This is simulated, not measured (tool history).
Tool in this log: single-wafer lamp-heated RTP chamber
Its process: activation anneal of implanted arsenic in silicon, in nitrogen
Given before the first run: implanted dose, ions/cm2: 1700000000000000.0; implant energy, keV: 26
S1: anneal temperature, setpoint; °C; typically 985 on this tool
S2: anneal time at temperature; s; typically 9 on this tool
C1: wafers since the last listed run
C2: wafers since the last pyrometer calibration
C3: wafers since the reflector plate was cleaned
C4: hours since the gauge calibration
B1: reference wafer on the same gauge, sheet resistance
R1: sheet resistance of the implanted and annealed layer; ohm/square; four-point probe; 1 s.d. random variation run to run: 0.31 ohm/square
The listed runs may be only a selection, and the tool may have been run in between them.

run    hour    S1  S2    C1    C2    C3     C4      B1      R1
  1       0   985   9     0  1449  3450  872.6   98.79  106.58
        5.3  -- gauge calibrated
  2    69.7   985   9  1235  2684  4685   64.4  100.64   109.1
  3    97.4   991   9   490  3175  5176   92.1   100.6  107.04
      150.7  -- reflector plate cleaned
      158.6  -- pyrometer window cleaned and pyrometer calibrated
  4   159.1   991   9   812     9     9  153.8  100.42  106.89
  5   289.6   991   9  2312  2321  2321  284.3  100.02  106.31
  6   341.9   985  11   926  3248  3248  336.6   99.88  106.27
  7   378.7   985   9   652  3900  3900  373.4   99.78  108.13
      436.4  -- pyrometer window cleaned and pyrometer calibrated
  8   439.4   972  11   933    52  4834  434.1   99.65  110.38
  9   500.5   972  11  1082  1135  5917  495.2   99.48   110.3
      522.3  -- reflector plate cleaned
      665.9  -- pyrometer window cleaned and pyrometer calibrated
 10   673.7   999   7  2785   138  2541  668.4   98.96  104.59
 11   743.4  1011  12  1235  1373  3776  738.1   98.82   96.43
      746.6  -- gauge calibrated
 12   809.7   985   9  1174  2548  4951   63.1  100.77  108.37
 13     880   985  12  1245  3794  6196  133.4  100.55  106.02
      912.2  -- reflector plate cleaned
        927  -- pyrometer window cleaned and pyrometer calibrated
 14   940.4   962   7   786   237   357  193.8  100.48  117.71
 15    1006   997   6  1162  1400  1520  259.4  100.24  108.45
 16    1103   985   6  1718  3119  3239  356.4  100.01  111.81
 17  1145.6   985   9   754  3874  3994    399   99.93  107.72
     1198.1  -- pyrometer window cleaned and pyrometer calibrated
 18  1216.4   985  14  1112   323  5106  469.8   99.69  103.81
 19  1247.5   960   7   551   874  5658  500.9   99.61  117.33
     1283.9  -- reflector plate cleaned
 20  1288.3   985   9   581  1455    77  541.7   99.51  107.52

Same runs, no hidden state in the tool, same run-to-run variation:
The tool's hidden condition here consists of: true wafer temperature minus pyrometer reading, K; wafer temperature error from the tarnished reflector plate, K; gauge reads high (%).
run      R1
  1     109
  2  109.48
  3   107.5
  4  107.52
  5  107.33
  6  107.43
  7  109.42
  8  111.89
  9  111.99
 10   106.7
 11   98.56
 12  108.61
 13  106.45
 14  118.38
 15  109.26
 16  112.95
 17  108.93
 18  105.18
 19  118.98
 20  109.15
